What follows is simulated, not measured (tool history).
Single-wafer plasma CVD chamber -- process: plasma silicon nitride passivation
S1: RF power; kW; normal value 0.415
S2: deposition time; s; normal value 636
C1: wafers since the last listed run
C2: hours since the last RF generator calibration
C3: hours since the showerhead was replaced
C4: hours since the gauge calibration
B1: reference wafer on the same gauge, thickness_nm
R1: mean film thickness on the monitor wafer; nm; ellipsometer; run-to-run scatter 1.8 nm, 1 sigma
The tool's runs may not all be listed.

{"run": 1, "day": 0.0, "S1": 0.415, "S2": 636, "C1": 0, "C2": 1372.4, "C3": 7585.3, "C4": 456.7, "B1": 948.991, "R1": 872.546}
{"run": 2, "day": 1.254, "S1": 0.415, "S2": 636, "C1": 77, "C2": 1402.5, "C3": 7615.4, "C4": 486.8, "B1": 948.667, "R1": 875.958}
{"run": 3, "day": 2.075, "S1": 0.415, "S2": 636, "C1": 50, "C2": 1422.2, "C3": 7635.1, "C4": 506.5, "B1": 949.443, "R1": 877.338}
{"run": 4, "day": 3.154, "S1": 0.415, "S2": 636, "C1": 66, "C2": 1448.1, "C3": 7661, "C4": 532.4, "B1": 948.565, "R1": 875.409}
{"run": 5, "day": 4.008, "S1": 0.415, "S2": 636, "C1": 52, "C2": 1468.6, "C3": 7681.5, "C4": 552.9, "B1": 948.937, "R1": 871.574}
{"run": 6, "day": 5.15, "S1": 0.415, "S2": 636, "C1": 70, "C2": 1496, "C3": 7708.9, "C4": 580.3, "B1": 948.194, "R1": 875.206}
{"run": 7, "day": 6.529, "S1": 0.415, "S2": 636, "C1": 85, "C2": 1529.1, "C3": 7742, "C4": 613.4, "B1": 948.823, "R1": 871.204}
{"run": 8, "day": 7.558, "S1": 0.415, "S2": 636, "C1": 63, "C2": 1553.8, "C3": 7766.7, "C4": 638.1, "B1": 948.978, "R1": 874.744}
{"run": 9, "day": 8.821, "S1": 0.415, "S2": 636, "C1": 78, "C2": 1584.1, "C3": 7797, "C4": 668.4, "B1": 948.693, "R1": 871.446}
{"run": 10, "day": 9.346, "S1": 0.415, "S2": 636, "C1": 32, "C2": 1596.7, "C3": 7809.6, "C4": 681, "B1": 948.462, "R1": 872.48}
{"run": 11, "day": 10.438, "S1": 0.415, "S2": 636, "C1": 67, "C2": 1622.9, "C3": 7835.8, "C4": 707.2, "B1": 948.611, "R1": 870.025}
{"run": 12, "day": 11.912, "S1": 0.415, "S2": 636, "C1": 91, "C2": 1658.3, "C3": 7871.2, "C4": 742.6, "B1": 948.416, "R1": 870.177}
{"run": 13, "day": 12.458, "S1": 0.415, "S2": 666, "C1": 33, "C2": 1671.4, "C3": 7884.3, "C4": 755.7, "B1": 949.138, "R1": 913.05}
{"run": 14, "day": 13.188, "S1": 0.415, "S2": 636, "C1": 45, "C2": 1688.9, "C3": 7901.8, "C4": 773.2, "B1": 948.778, "R1": 867.157}
{"day": 14.433, "done": "RF generator calibrated"}
{"run": 15, "day": 14.454, "S1": 0.415, "S2": 636, "C1": 57, "C2": 0.5, "C3": 7932.2, "C4": 803.6, "B1": 949.387, "R1": 889.003}
{"run": 16, "day": 15.317, "S1": 0.45, "S2": 672, "C1": 53, "C2": 21.2, "C3": 7952.9, "C4": 824.3, "B1": 949, "R1": 955.99}
{"run": 17, "day": 16.542, "S1": 0.415, "S2": 636, "C1": 75, "C2": 50.6, "C3": 7982.3, "C4": 853.7, "B1": 948.89, "R1": 889.052}
{"run": 18, "day": 17.667, "S1": 0.415, "S2": 636, "C1": 69, "C2": 77.6, "C3": 8009.3, "C4": 880.7, "B1": 949.726, "R1": 886.122}
{"run": 19, "day": 18.729, "S1": 0.415, "S2": 527, "C1": 65, "C2": 103.1, "C3": 8034.8, "C4": 906.2, "B1": 948.873, "R1": 735.151}
{"run": 20, "day": 19.992, "S1": 0.415, "S2": 666, "C1": 78, "C2": 133.4, "C3": 8065.1, "C4": 936.5, "B1": 949.211, "R1": 931.693}
{"run": 21, "day": 20.683, "S1": 0.39, "S2": 750, "C1": 42, "C2": 150, "C3": 8081.7, "C4": 953.1, "B1": 948.618, "R1": 1030.67}
{"run": 22, "day": 22.1, "S1": 0.415, "S2": 596, "C1": 87, "C2": 184, "C3": 8115.7, "C4": 987.1, "B1": 949.275, "R1": 830.805}
{"day": 22.617, "done": "gauge calibrated"}
{"day": 23.3, "done": "showerhead replaced"}
{"run": 23, "day": 23.321, "S1": 0.415, "S2": 730, "C1": 54, "C2": 213.3, "C3": 0.5, "C4": 16.9, "B1": 949.708, "R1": 1016.19}
{"run": 24, "day": 24.483, "S1": 0.37, "S2": 533, "C1": 71, "C2": 241.2, "C3": 28.4, "C4": 44.8, "B1": 949.461, "R1": 724.402}
{"run": 25, "day": 25.308, "S1": 0.415, "S2": 636, "C1": 50, "C2": 261, "C3": 48.2, "C4": 64.6, "B1": 949.278, "R1": 885.127}
{"run": 26, "day": 26.733, "S1": 0.495, "S2": 694, "C1": 88, "C2": 295.2, "C3": 82.4, "C4": 98.8, "B1": 949.277, "R1": 1010.759}
{"run": 27, "day": 27.479, "S1": 0.415, "S2": 636, "C1": 46, "C2": 313.1, "C3": 100.3, "C4": 116.7, "B1": 949.447, "R1": 887.801}
{"run": 28, "day": 28.4, "S1": 0.415, "S2": 636, "C1": 56, "C2": 335.2, "C3": 122.4, "C4": 138.8, "B1": 948.763, "R1": 884.95}
{"run": 29, "day": 29.25, "S1": 0.345, "S2": 551, "C1": 52, "C2": 355.6, "C3": 142.8, "C4": 159.2, "B1": 948.744, "R1": 733.147}
{"run": 30, "day": 29.929, "S1": 0.35, "S2": 636, "C1": 41, "C2": 371.9, "C3": 159.1, "C4": 175.5, "B1": 949.286, "R1": 853.313}
{"run": 31, "day": 31.033, "S1": 0.45, "S2": 672, "C1": 68, "C2": 398.4, "C3": 185.6, "C4": 202, "B1": 948.99, "R1": 952.082}
{"run": 32, "day": 32.288, "S1": 0.47, "S2": 636, "C1": 77, "C2": 428.5, "C3": 215.7, "C4": 232.1, "B1": 948.941, "R1": 915.664}
{"run": 33, "day": 32.942, "S1": 0.415, "S2": 636, "C1": 40, "C2": 444.2, "C3": 231.4, "C4": 247.8, "B1": 949.963, "R1": 885.88}
{"run": 34, "day": 33.5, "S1": 0.415, "S2": 636, "C1": 34, "C2": 457.6, "C3": 244.8, "C4": 261.2, "B1": 949.358, "R1": 885.837}
{"run": 35, "day": 34.712, "S1": 0.35, "S2": 594, "C1": 74, "C2": 486.7, "C3": 273.9, "C4": 290.3, "B1": 948.627, "R1": 794.272}
{"run": 36, "day": 35.733, "S1": 0.45, "S2": 730, "C1": 63, "C2": 511.2, "C3": 298.4, "C4": 314.8, "B1": 949.209, "R1": 1036.434}

Across each entry between runs, compare the hidden state at the last listed run before it with the hidden state at the first listed run after it:
Run 14 -> run 15: RF generator calibrated (day 14.433)
  delivered RF power above the setpoint (%): -8.37 -> -0.508
  measured value less the no-hidden-state value, R1: -18.338 -> -1.094 nm
Run 22 -> run 23: gauge calibrated (day 22.617); showerhead replaced (day 23.3)
  delivered RF power above the setpoint (%): -0.602 -> -0.634
  measured value less the no-hidden-state value, R1: -1.212 -> -1.561 nm

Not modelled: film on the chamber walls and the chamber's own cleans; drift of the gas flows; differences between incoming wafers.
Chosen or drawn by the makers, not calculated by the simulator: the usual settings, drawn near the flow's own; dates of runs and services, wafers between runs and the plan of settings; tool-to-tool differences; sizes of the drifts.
